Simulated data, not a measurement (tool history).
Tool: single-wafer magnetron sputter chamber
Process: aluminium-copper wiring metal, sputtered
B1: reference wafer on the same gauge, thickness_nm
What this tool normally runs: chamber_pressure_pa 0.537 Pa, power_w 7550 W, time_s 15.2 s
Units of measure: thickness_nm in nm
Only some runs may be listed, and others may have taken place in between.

{"run": 1, "day": 0.0, "chamber_pressure_pa": 0.537, "power_w": 7550, "time_s": 15.2, "B1": 201.905, "thickness_nm": 179.467}
{"run": 2, "day": 2.733, "chamber_pressure_pa": 0.537, "power_w": 7550, "time_s": 15.2, "B1": 202.069, "thickness_nm": 179.522}
{"run": 3, "day": 5.596, "chamber_pressure_pa": 0.537, "power_w": 7550, "time_s": 15.2, "B1": 201.999, "thickness_nm": 180.713}
{"day": 6.108, "done": "sputter target and shields replaced"}
{"run": 4, "day": 8.321, "chamber_pressure_pa": 0.537, "power_w": 7550, "time_s": 15.2, "B1": 201.933, "thickness_nm": 179.746}
{"run": 5, "day": 11.158, "chamber_pressure_pa": 0.537, "power_w": 7550, "time_s": 15.2, "B1": 202.044, "thickness_nm": 179.699}
{"day": 12.775, "done": "magnet pack replaced"}
{"run": 6, "day": 13.288, "chamber_pressure_pa": 0.537, "power_w": 7550, "time_s": 15.2, "B1": 201.984, "thickness_nm": 178.943}
{"day": 13.879, "done": "sputter target and shields replaced"}
{"run": 7, "day": 14.825, "chamber_pressure_pa": 0.537, "power_w": 7550, "time_s": 15.2, "B1": 202.021, "thickness_nm": 179.181}
{"run": 8, "day": 16.025, "chamber_pressure_pa": 0.537, "power_w": 7550, "time_s": 15.2, "B1": 202.007, "thickness_nm": 179.179}
{"run": 9, "day": 18.358, "chamber_pressure_pa": 0.537, "power_w": 7550, "time_s": 15.2, "B1": 201.935, "thickness_nm": 179.739}
{"day": 19.4, "done": "gauge calibrated"}
{"run": 10, "day": 20.429, "chamber_pressure_pa": 0.537, "power_w": 7550, "time_s": 15.2, "B1": 201.943, "thickness_nm": 180.443}
{"day": 21.558, "done": "sputter target and shields replaced"}
{"day": 21.571, "done": "capacitance manometer re-zeroed and calibrated"}
{"run": 11, "day": 23.058, "chamber_pressure_pa": 0.537, "power_w": 7550, "time_s": 15.2, "B1": 201.886, "thickness_nm": 180.007}
{"run": 12, "day": 25.35, "chamber_pressure_pa": 0.389, "power_w": 6650, "time_s": 15.2, "B1": 201.905, "thickness_nm": 180.745}
{"run": 13, "day": 26.621, "chamber_pressure_pa": 0.537, "power_w": 7550, "time_s": 13.2, "B1": 202.033, "thickness_nm": 156.404}
{"day": 28.7, "done": "sputter target and shields replaced"}
{"run": 14, "day": 29.5, "chamber_pressure_pa": 0.65, "power_w": 7550, "time_s": 15.2, "B1": 201.916, "thickness_nm": 165.771}
{"run": 15, "day": 30.975, "chamber_pressure_pa": 0.537, "power_w": 7550, "time_s": 12.5, "B1": 201.997, "thickness_nm": 147.382}
{"run": 16, "day": 32.862, "chamber_pressure_pa": 0.644, "power_w": 7550, "time_s": 16.8, "B1": 201.978, "thickness_nm": 184.232}
{"day": 35.846, "done": "sputter target and shields replaced"}
{"run": 17, "day": 35.867, "chamber_pressure_pa": 0.339, "power_w": 7550, "time_s": 13.1, "B1": 202.039, "thickness_nm": 179.025}
{"run": 18, "day": 38.292, "chamber_pressure_pa": 0.684, "power_w": 6550, "time_s": 15.2, "B1": 201.941, "thickness_nm": 144.733}
{"run": 19, "day": 41.033, "chamber_pressure_pa": 0.714, "power_w": 8800, "time_s": 12.8, "B1": 201.933, "thickness_nm": 151.623}

Give the tool's hidden conditions for every run:
deposition rate above that of a new target (%): 0 on each run
true argon pressure above the setpoint (%): 0 on each run
gauge reads high (%): 0 on each run
